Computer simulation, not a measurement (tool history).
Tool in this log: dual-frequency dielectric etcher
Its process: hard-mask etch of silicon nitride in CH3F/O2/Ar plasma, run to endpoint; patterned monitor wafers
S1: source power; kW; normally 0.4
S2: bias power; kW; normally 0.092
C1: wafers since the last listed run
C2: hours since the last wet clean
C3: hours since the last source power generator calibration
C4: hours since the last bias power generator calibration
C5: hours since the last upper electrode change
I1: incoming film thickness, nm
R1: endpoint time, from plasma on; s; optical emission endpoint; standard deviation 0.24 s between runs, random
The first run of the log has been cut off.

{"day": 2.012, "done": "wet clean of the chamber"}
{"run": 2, "day": 6.525, "S1": 0.4, "S2": 0.092, "C1": 1043, "C2": 108.3, "C3": 1218.2, "C4": 2353.2, "C5": 2788.8, "I1": 54.6, "R1": 70.5}
{"run": 3, "day": 9.104, "S1": 0.4, "S2": 0.106, "C1": 487, "C2": 170.2, "C3": 1280.1, "C4": 2415.1, "C5": 2850.7, "I1": 53.6, "R1": 66.8}
{"run": 4, "day": 11.404, "S1": 0.4, "S2": 0.092, "C1": 434, "C2": 225.4, "C3": 1335.3, "C4": 2470.3, "C5": 2905.9, "I1": 54.5, "R1": 70.9}
{"run": 5, "day": 12.825, "S1": 0.4, "S2": 0.092, "C1": 268, "C2": 259.5, "C3": 1369.4, "C4": 2504.4, "C5": 2940, "I1": 54.9, "R1": 71.4}
{"day": 15.508, "done": "upper electrode replaced"}
{"run": 6, "day": 15.529, "S1": 0.4, "S2": 0.092, "C1": 321, "C2": 324.4, "C3": 1434.3, "C4": 2569.3, "C5": 0.5, "I1": 54.5, "R1": 71.1}
{"run": 7, "day": 17.475, "S1": 0.4, "S2": 0.092, "C1": 367, "C2": 371.1, "C3": 1481, "C4": 2616, "C5": 47.2, "I1": 55, "R1": 72.1}
{"run": 8, "day": 19.217, "S1": 0.4, "S2": 0.092, "C1": 329, "C2": 412.9, "C3": 1522.8, "C4": 2657.8, "C5": 89, "I1": 54.6, "R1": 71.9}
{"run": 9, "day": 20.279, "S1": 0.4, "S2": 0.084, "C1": 200, "C2": 438.4, "C3": 1548.3, "C4": 2683.3, "C5": 114.5, "I1": 54.6, "R1": 74.5}
{"run": 10, "day": 21.608, "S1": 0.4, "S2": 0.084, "C1": 251, "C2": 470.3, "C3": 1580.2, "C4": 2715.2, "C5": 146.4, "I1": 55.2, "R1": 75}
{"day": 22.983, "done": "wet clean of the chamber"}
{"run": 11, "day": 24.425, "S1": 0.4, "S2": 0.084, "C1": 343, "C2": 34.6, "C3": 1647.8, "C4": 2782.8, "C5": 214, "I1": 54.8, "R1": 72.6}
{"run": 12, "day": 27.392, "S1": 0.43, "S2": 0.101, "C1": 560, "C2": 105.8, "C3": 1719, "C4": 2854, "C5": 285.2, "I1": 54.8, "R1": 67.1}
{"run": 13, "day": 28.6, "S1": 0.43, "S2": 0.101, "C1": 228, "C2": 134.8, "C3": 1748, "C4": 2883, "C5": 314.2, "I1": 54.7, "R1": 67.5}
{"run": 14, "day": 31.367, "S1": 0.36, "S2": 0.07, "C1": 522, "C2": 201.2, "C3": 1814.4, "C4": 2949.4, "C5": 380.6, "I1": 55.1, "R1": 80.7}
{"run": 15, "day": 34.079, "S1": 0.4, "S2": 0.1, "C1": 512, "C2": 266.3, "C3": 1879.5, "C4": 3014.5, "C5": 445.7, "I1": 54.2, "R1": 69}
{"day": 34.65, "done": "bias power generator calibrated"}
{"run": 16, "day": 35.929, "S1": 0.33, "S2": 0.072, "C1": 318, "C2": 310.7, "C3": 1923.9, "C4": 30.7, "C5": 490.1, "I1": 55.2, "R1": 82.9}
{"run": 17, "day": 38.146, "S1": 0.49, "S2": 0.081, "C1": 418, "C2": 363.9, "C3": 1977.1, "C4": 83.9, "C5": 543.3, "I1": 54.5, "R1": 70.5}
{"run": 18, "day": 40.692, "S1": 0.4, "S2": 0.072, "C1": 480, "C2": 425, "C3": 2038.2, "C4": 145, "C5": 604.4, "I1": 54, "R1": 76.8}
{"run": 19, "day": 42.358, "S1": 0.3, "S2": 0.113, "C1": 314, "C2": 465, "C3": 2078.2, "C4": 185, "C5": 644.4, "I1": 55.2, "R1": 74.6}
{"day": 43.167, "done": "source power generator calibrated"}
{"day": 43.538, "done": "wet clean of the chamber"}
{"run": 20, "day": 44.521, "S1": 0.4, "S2": 0.092, "C1": 307, "C2": 23.6, "C3": 32.5, "C4": 236.9, "C5": 696.3, "I1": 54, "R1": 69.4}
{"run": 21, "day": 45.667, "S1": 0.35, "S2": 0.111, "C1": 216, "C2": 51.1, "C3": 60, "C4": 264.4, "C5": 723.8, "I1": 54.8, "R1": 69.4}
{"run": 22, "day": 48.242, "S1": 0.4, "S2": 0.092, "C1": 486, "C2": 112.9, "C3": 121.8, "C4": 326.2, "C5": 785.6, "I1": 54.5, "R1": 70.5}
{"run": 23, "day": 49.642, "S1": 0.36, "S2": 0.092, "C1": 264, "C2": 146.5, "C3": 155.4, "C4": 359.8, "C5": 819.2, "I1": 54.8, "R1": 73.3}
{"run": 24, "day": 52.054, "S1": 0.4, "S2": 0.092, "C1": 455, "C2": 204.4, "C3": 213.3, "C4": 417.7, "C5": 877.1, "I1": 54.4, "R1": 70.7}
{"run": 25, "day": 54.6, "S1": 0.4, "S2": 0.092, "C1": 480, "C2": 265.5, "C3": 274.4, "C4": 478.8, "C5": 938.2, "I1": 55, "R1": 71.9}

Estimate the outcome of run 26 from the log above:
{"run": 26, "day": 56.571, "S1": 0.35, "S2": 0.077, "C1": 372, "C2": 312.8, "C3": 321.7, "C4": 526.1, "C5": 985.5, "I1": 54.5, "R1": "?"}

R1: 78.6 s
Were there no unlogged condition in the tool, this run, its random variation unchanged, would have produced R1 77.1 s.
